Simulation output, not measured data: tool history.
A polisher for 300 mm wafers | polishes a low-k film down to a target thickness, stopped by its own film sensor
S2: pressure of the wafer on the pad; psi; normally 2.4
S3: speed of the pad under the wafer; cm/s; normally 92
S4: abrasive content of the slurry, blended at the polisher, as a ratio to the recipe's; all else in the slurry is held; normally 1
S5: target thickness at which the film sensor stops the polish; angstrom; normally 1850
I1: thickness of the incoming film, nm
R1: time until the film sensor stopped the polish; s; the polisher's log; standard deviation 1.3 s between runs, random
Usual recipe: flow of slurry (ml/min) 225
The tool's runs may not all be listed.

Run 1, hour 0: usual settings but S3 114 cm/s; I1 216.2. Result: R1 55.9 s.
Run 2, hour 19.4: usual settings; I1 215.7. Result: R1 61.9 s.
Run 3, hour 47.2: usual settings but S2 3.1 psi, S4 1.15; I1 219.7. Result: R1 55.3 s.
Run 4, hour 64.8: usual settings but S2 3.1 psi, S3 78 cm/s; I1 219.5. Result: R1 68 s.
Run 5, hour 86.8: usual settings but flow of slurry (ml/min) 290, S5 1820 angstrom; I1 225. Result: R1 88 s.
Run 6, hour 118.3: usual settings; I1 223.5. Result: R1 80.7 s.
Run 7, hour 153.2: usual settings but flow of slurry (ml/min) 195, S2 3.1 psi; I1 221.1. Result: R1 59.7 s.
Run 8, hour 167.4: usual settings but flow of slurry (ml/min) 150, S2 3.1 psi, S3 82 cm/s, S4 1.1; I1 221.9. Result: R1 69.5 s.
Run 9, hour 193.2: usual settings; I1 216.4. Result: R1 66.4 s.
Run 10, hour 223.8: usual settings; I1 222.6. Result: R1 78.3 s.
Run 11, hour 255.1: usual settings; I1 219.8. Result: R1 71.1 s.
Run 12, hour 275.3: usual settings but S3 106 cm/s, S4 0.85; I1 219.1. Result: R1 66.6 s.
Run 13, hour 297.9: usual settings; I1 221.1. Result: R1 74 s.
Run 14, hour 317: usual settings but S3 74 cm/s; I1 217.5. Result: R1 79.1 s.
Run 15, hour 336.9: usual settings; I1 223.5. Result: R1 79.6 s.
Run 16, hour 362.3: usual settings but S4 1.1; I1 217.8. Result: R1 63.1 s.
Run 17, hour 385.2: usual settings but flow of slurry (ml/min) 200, S4 1.25; I1 216.2. Result: R1 61.7 s.
Run 18, hour 447.9: usual settings but S4 0.85; I1 216.8. Result: R1 70.7 s.
Run 19, hour 482.4: usual settings but S3 114 cm/s; I1 220.5. Result: R1 62.1 s.
Run 20, hour 505.1: usual settings but flow of slurry (ml/min) 300, S4 0.85; I1 216.6. Result: R1 68.1 s.
Run 21, hour 523.2: usual settings but S5 1920 angstrom; I1 221.2. Result: R1 60.6 s.
Run 22, hour 551.8: usual settings; I1 220.9. Result: R1 75 s.
Run 23, hour 567.1: usual settings but S5 1910 angstrom; I1 219.5. Result: R1 59.4 s.
Run 24, hour 593.3: usual settings but flow of slurry (ml/min) 145; I1 219.7. Result: R1 77.8 s.
Run 25, hour 615.2: usual settings but flow of slurry (ml/min) 250, S2 2 psi, S3 104 cm/s, S4 0.8; I1 222.5. Result: R1 90 s.
Run 26, hour 632.9: usual settings but S2 3.1 psi; I1 217.8. Result: R1 53.9 s.

Missing from the log above: 9 entries noted between runs. For each, name the pair of listed runs it sits between and say how the tool's hidden condition differs from the listed run just before to the listed run just after:
Runs 1 to 2: slurry blender recalibrated (hour 12)
  no difference in the tool's unlogged condition between these two runs
Runs 6 to 7: conditioning disc replaced and pad reconditioned (hour 144.9)
  no difference in the tool's unlogged condition between these two runs
Runs 7 to 8: worn pad replaced by a new one (hour 165.1); slurry nozzle cleaned (hour 165.8)
  no difference in the tool's unlogged condition between these two runs
Runs 10 to 11: slurry blender recalibrated (hour 227.4)
  no difference in the tool's unlogged condition between these two runs
Runs 15 to 16: head pressure recalibrated (hour 355.5)
  no difference in the tool's unlogged condition between these two runs
Runs 17 to 18: worn pad replaced by a new one (hour 402.2)
  no difference in the tool's unlogged condition between these two runs
Runs 18 to 19: slurry blender recalibrated (hour 458.4)
  no difference in the tool's unlogged condition between these two runs
Runs 25 to 26: worn pad replaced by a new one (hour 619.7)
  no difference in the tool's unlogged condition between these two runs

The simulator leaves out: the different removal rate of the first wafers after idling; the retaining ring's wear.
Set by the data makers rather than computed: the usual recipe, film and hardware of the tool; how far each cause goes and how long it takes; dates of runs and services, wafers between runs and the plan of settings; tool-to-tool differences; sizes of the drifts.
